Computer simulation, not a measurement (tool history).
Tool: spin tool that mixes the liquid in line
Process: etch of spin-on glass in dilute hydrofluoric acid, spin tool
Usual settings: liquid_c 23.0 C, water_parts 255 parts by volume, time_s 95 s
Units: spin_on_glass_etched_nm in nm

| run | hour | liquid_c | water_parts | time_s | wafers since the last listed run | hours since the thermometer was replaced | hours since the hydrofluoric acid flow meter was replaced | hours since the gauge calibration | read-back film thickness of the spin-on glass reference wafer, read on the same gauge (nm) | spin_on_glass_etched_nm |
|---|---|---|---|---|---|---|---|---|---|---|
| 1 | 0.0 | 23.0 | 255 | 80 | 0 | 2935.6 | 587.1 | 233.1 | 70.01 | 9.87 |
| 2 | 17.9 | 23.0 | 255 | 80 | 178 | 2953.5 | 605.0 | 251.0 | 70.02 | 9.61 |
| 3 | 32.6 | 23.0 | 255 | 80 | 146 | 2968.2 | 619.7 | 265.7 | 69.98 | 9.65 |
| 4 | 40.2 | 23.0 | 255 | 95 | 75 | 2975.8 | 627.3 | 273.3 | 69.99 | 11.61 |
| 5 | 55.4 | 23.0 | 255 | 95 | 151 | 2991.0 | 642.5 | 288.5 | 70.00 | 11.49 |
| 6 | 71.7 | 23.0 | 255 | 95 | 162 | 3007.3 | 658.8 | 304.8 | 70.01 | 11.55 |
| 7 | 85.2 | 23.0 | 255 | 95 | 134 | 3020.8 | 672.3 | 318.3 | 69.99 | 11.40 |
| 8 | 97.3 | 23.0 | 255 | 95 | 120 | 3032.9 | 684.4 | 330.4 | 69.97 | 11.31 |
| 9 | 105.2 | 19.0 | 155 | 95 | 78 | 3040.8 | 692.3 | 338.3 | 70.00 | 18.02 |
| 10 | 123.0 | 23.0 | 255 | 95 | 177 | 3058.6 | 710.1 | 356.1 | 70.01 | 11.32 |
| 11 | 136.7 | 23.0 | 255 | 95 | 136 | 3072.3 | 723.8 | 369.8 | 70.01 | 11.32 |
|  | 147.2 | gauge calibrated |
| 12 | 150.4 | 23.0 | 255 | 95 | 136 | 3086.0 | 737.5 | 3.2 | 70.00 | 11.27 |
| 13 | 163.4 | 23.0 | 255 | 135 | 129 | 3099.0 | 750.5 | 16.2 | 69.97 | 16.06 |
| 14 | 171.3 | 23.0 | 255 | 135 | 78 | 3106.9 | 758.4 | 24.1 | 70.01 | 16.11 |
|  | 184.6 | hydrofluoric acid flow meter replaced |
| 15 | 186.3 | 25.0 | 255 | 95 | 139 | 3121.9 | 1.7 | 39.1 | 69.99 | 13.58 |
| 16 | 196.7 | 25.0 | 255 | 95 | 103 | 3132.3 | 12.1 | 49.5 | 69.99 | 13.54 |
|  | 212.5 | thermometer replaced |
| 17 | 213.0 | 26.5 | 255 | 80 | 152 | 0.5 | 28.4 | 65.8 | 69.99 | 12.24 |
| 18 | 261.7 | 21.5 | 335 | 95 | 486 | 49.2 | 77.1 | 114.5 | 70.01 | 8.39 |
| 19 | 274.4 | 23.0 | 255 | 140 | 126 | 61.9 | 89.8 | 127.2 | 70.01 | 18.60 |
| 20 | 285.1 | 23.0 | 255 | 95 | 106 | 72.6 | 100.5 | 137.9 | 69.99 | 12.67 |
| 21 | 294.8 | 23.0 | 255 | 45 | 96 | 82.3 | 110.2 | 147.6 | 70.02 | 5.97 |
| 22 | 310.8 | 26.5 | 185 | 95 | 159 | 98.3 | 126.2 | 163.6 | 69.99 | 20.98 |
| 23 | 319.0 | 23.0 | 385 | 65 | 81 | 106.5 | 134.4 | 171.8 | 70.02 | 5.08 |
| 24 | 333.4 | 27.0 | 135 | 135 | 143 | 120.9 | 148.8 | 186.2 | 70.00 | 44.74 |
| 25 | 357.9 | 23.0 | 255 | 95 | 244 | 145.4 | 173.3 | 210.7 | 70.01 | 12.35 |
| 26 | 365.2 | 24.5 | 315 | 95 | 72 | 152.7 | 180.6 | 218.0 | 70.00 | 10.23 |
| 27 | 378.8 | 23.0 | 255 | 95 | 135 | 166.3 | 194.2 | 231.6 | 70.00 | 12.30 |
| 28 | 391.5 | 24.5 | 140 | 65 | 126 | 179.0 | 206.9 | 244.3 | 70.04 | 18.91 |
| 29 | 402.8 | 23.0 | 255 | 95 | 112 | 190.3 | 218.2 | 255.6 | 69.96 | 12.43 |
| 30 | 412.3 | 28.0 | 140 | 80 | 94 | 199.8 | 227.7 | 265.1 | 69.99 | 26.27 |
| 31 | 446.0 | 23.0 | 140 | 95 | 336 | 233.5 | 261.4 | 298.8 | 69.99 | 25.29 |
| 32 | 463.7 | 20.0 | 255 | 95 | 176 | 251.2 | 279.1 | 316.5 | 70.00 | 11.04 |
|  | 500.9 | gauge calibrated |
| 33 | 503.9 | 19.0 | 165 | 60 | 401 | 291.4 | 319.3 | 3.0 | 70.02 | 11.15 |
| 34 | 514.5 | 25.5 | 170 | 95 | 105 | 302.0 | 329.9 | 13.6 | 69.98 | 21.72 |
| 35 | 526.3 | 23.0 | 255 | 95 | 117 | 313.8 | 341.7 | 25.4 | 70.00 | 12.21 |

3 ways to go on from here, each from the tool as it stands after run 35. What would each give?
| A | 526.7 | 23.0 | 365 | 95 | 3 | 314.2 | 342.1 | 25.8 | ? | ? |
| B | 526.7 | 26.5 | 305 | 55 | 3 | 314.2 | 342.1 | 25.8 | ? | ? |
| C | 526.7 | 23.0 | 375 | 135 | 3 | 314.2 | 342.1 | 25.8 | ? | ? |

| run | read-back film thickness of the spin-on glass reference wafer, read on the same gauge (nm) | spin_on_glass_etched_nm |
|---|---|---|
| A | 70.03 | 7.52 |
| B | 70.03 | 6.22 |
| C | 70.03 | 10.30 |
Without the tool's hidden state the same runs would have given:
| run | spin_on_glass_etched_nm |
|---|---|
| A | 8.08 |
| B | 6.67 |
| C | 11.08 |
